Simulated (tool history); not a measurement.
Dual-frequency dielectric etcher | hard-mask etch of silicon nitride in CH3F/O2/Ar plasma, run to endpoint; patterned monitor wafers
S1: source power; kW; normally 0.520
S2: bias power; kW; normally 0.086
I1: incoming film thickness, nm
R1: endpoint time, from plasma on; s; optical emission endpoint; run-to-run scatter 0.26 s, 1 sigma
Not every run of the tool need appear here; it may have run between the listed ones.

run	hour	S1	S2	I1	R1
1	0.0	0.450	0.092	26.54	31.8
2	14.5	0.450	0.092	26.71	32.1
3	23.4	0.520	0.086	26.52	32.3
4	39.6	0.520	0.097	26.37	30.4
5	56.8	0.520	0.097	26.53	30.6
6	63.0	0.520	0.086	26.55	31.7
7	79.7	0.520	0.086	26.71	32.3
8	94.6	0.520	0.086	26.46	32.0
9	102.5	0.520	0.086	26.56	31.9
10	117.6	0.520	0.086	26.74	32.0
11	133.6	0.590	0.080	26.78	32.2
# hour 145.2: bias power generator calibrated
12	145.7	0.630	0.086	26.55	30.3
13	151.1	0.460	0.067	26.79	37.5
# hour 177.5: upper electrode replaced
14	178.0	0.400	0.096	26.75	31.8
15	178.4	0.410	0.101	26.66	30.5
16	182.8	0.620	0.075	26.75	33.1
17	198.3	0.640	0.100	26.78	28.5
# hour 204.7: source power generator calibrated
18	244.1	0.520	0.071	26.71	34.7
19	259.0	0.450	0.104	26.55	29.0
20	266.3	0.640	0.100	26.71	28.4
21	279.4	0.560	0.100	26.73	28.6
# hour 309.9: wet clean of the chamber
22	310.4	0.520	0.067	26.87	37.2
23	310.7	0.610	0.095	26.47	30.4
24	322.1	0.520	0.086	26.41	32.7
25	329.9	0.490	0.092	26.45	31.7
26	342.6	0.520	0.086	26.58	33.2
27	352.4	0.520	0.106	26.59	29.6
28	365.5	0.520	0.086	26.72	32.7
29	373.4	0.580	0.086	26.55	31.9
30	384.7	0.600	0.075	26.33	33.4
31	391.4	0.400	0.102	26.60	31.5
32	408.7	0.630	0.096	26.69	29.6
33	423.9	0.420	0.086	26.60	34.1
34	439.1	0.520	0.086	26.41	32.1

What if the next run were any one of these 5? Each begins from the tool's condition after run 34:
A	439.5	0.520	0.086	26.75	?
B	439.5	0.390	0.102	26.75	?
C	439.5	0.430	0.107	26.75	?
D	439.5	0.550	0.105	26.75	?
E	439.5	0.410	0.086	26.75	?

run	R1
A	33.1
B	32.1
C	30.9
D	29.8
E	34.5
With the hidden condition removed and each run's random variation left untouched, the same runs would have given:
run	R1
A	33.7
B	32.7
C	31.4
D	30.3
E	35.2
